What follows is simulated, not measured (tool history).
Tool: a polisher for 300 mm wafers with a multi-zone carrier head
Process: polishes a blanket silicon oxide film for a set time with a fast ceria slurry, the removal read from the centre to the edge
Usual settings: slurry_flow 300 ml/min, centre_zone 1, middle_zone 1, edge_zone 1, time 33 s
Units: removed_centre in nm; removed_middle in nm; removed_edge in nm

| run | hour | slurry_flow | centre_zone | middle_zone | edge_zone | time | incoming thickness of the incoming film, nm | removed_centre | removed_middle | removed_edge |
|---|---|---|---|---|---|---|---|---|---|---|
| 1 | 0 | 365 | 1 | 1.11 | 1 | 33 | 1847.1 | 537.6 | 565.4 | 531.7 |
| 2 | 36.6 | 300 | 1 | 1 | 1 | 33 | 1840.4 | 526.1 | 521.6 | 526.5 |
| 3 | 69.7 | 250 | 1.1 | 0.89 | 1 | 43 | 1843.5 | 745.7 | 626.4 | 678.8 |
| 4 | 100 | 300 | 1 | 1 | 1 | 33 | 1899.6 | 533.2 | 521.4 | 527.6 |
| 5 | 138.4 | 300 | 1 | 1 | 1 | 33 | 1879.7 | 530.5 | 525.7 | 520.1 |
| 6 | 171.4 | 300 | 0.95 | 1 | 1.03 | 33 | 1844.9 | 497.8 | 524.1 | 529.6 |
| 7 | 210.5 | 300 | 1 | 1 | 1 | 33 | 1833.7 | 533.5 | 519.5 | 526.2 |
| 8 | 240.3 | 300 | 1 | 0.88 | 1 | 33 | 1865.5 | 530 | 483.5 | 526.7 |
| 9 | 266.2 | 300 | 1 | 1 | 1 | 33 | 1835.6 | 526.8 | 524.3 | 518.5 |
| 10 | 336 | 300 | 0.97 | 0.96 | 1 | 33 | 1874 | 523.8 | 492.9 | 513.9 |
| 11 | 371.7 | 300 | 1 | 1 | 1 | 33 | 1822.8 | 520.6 | 527.8 | 531.4 |
| 12 | 422.8 | 300 | 0.95 | 1 | 1 | 33 | 1874.9 | 515.6 | 528 | 530.1 |
| 13 | 446.9 | 300 | 1 | 1 | 1 | 37 | 1867.8 | 596.5 | 594.1 | 590.3 |
| 14 | 515.8 | 300 | 0.95 | 1 | 1.03 | 33 | 1848.4 | 516.3 | 520.7 | 537.8 |
| 15 | 543 | 300 | 1 | 1 | 1 | 33 | 1872.8 | 528.8 | 524.7 | 524.5 |
| 16 | 603.2 | 300 | 0.92 | 1 | 1.07 | 40 | 1894.1 | 594.1 | 629.9 | 636.5 |
| 17 | 663.7 | 370 | 1.09 | 1 | 0.93 | 21 | 1892.3 | 373.7 | 336.3 | 328.6 |
| 18 | 697.3 | 225 | 1 | 1.05 | 1 | 27 | 1878.1 | 431.5 | 424.7 | 426.4 |
| 19 | 753 | 245 | 1 | 1.03 | 1 | 29 | 1845 | 453.9 | 461.3 | 449 |
| 20 | 816.8 | 300 | 1 | 1 | 1 | 21 | 1859.8 | 340.1 | 329.4 | 334.1 |
| 21 | 844.9 | 355 | 1 | 1 | 1 | 33 | 1847.6 | 547.3 | 531.2 | 528.6 |

Not shown: 7 entries that the log had between the listed runs. Between which runs, and how does the tool's hidden state differ before and after?
Between runs 1 and 2: worn pad replaced by a new one (hour 15.6); slurry nozzle cleaned (hour 23.9)
  no hidden state differs between the two runs
Between runs 6 and 7: carrier head's membrane replaced by a new one (hour 179.3)
  no hidden state differs between the two runs
Between runs 11 and 12: worn pad replaced by a new one (hour 417.2)
  no hidden state differs between the two runs
Between runs 13 and 14: edge zone pressure recalibrated (hour 456.4)
  no hidden state differs between the two runs
Between runs 20 and 21: slurry nozzle cleaned (hour 825.9); worn pad replaced by a new one (hour 836.6)
  no hidden state differs between the two runs
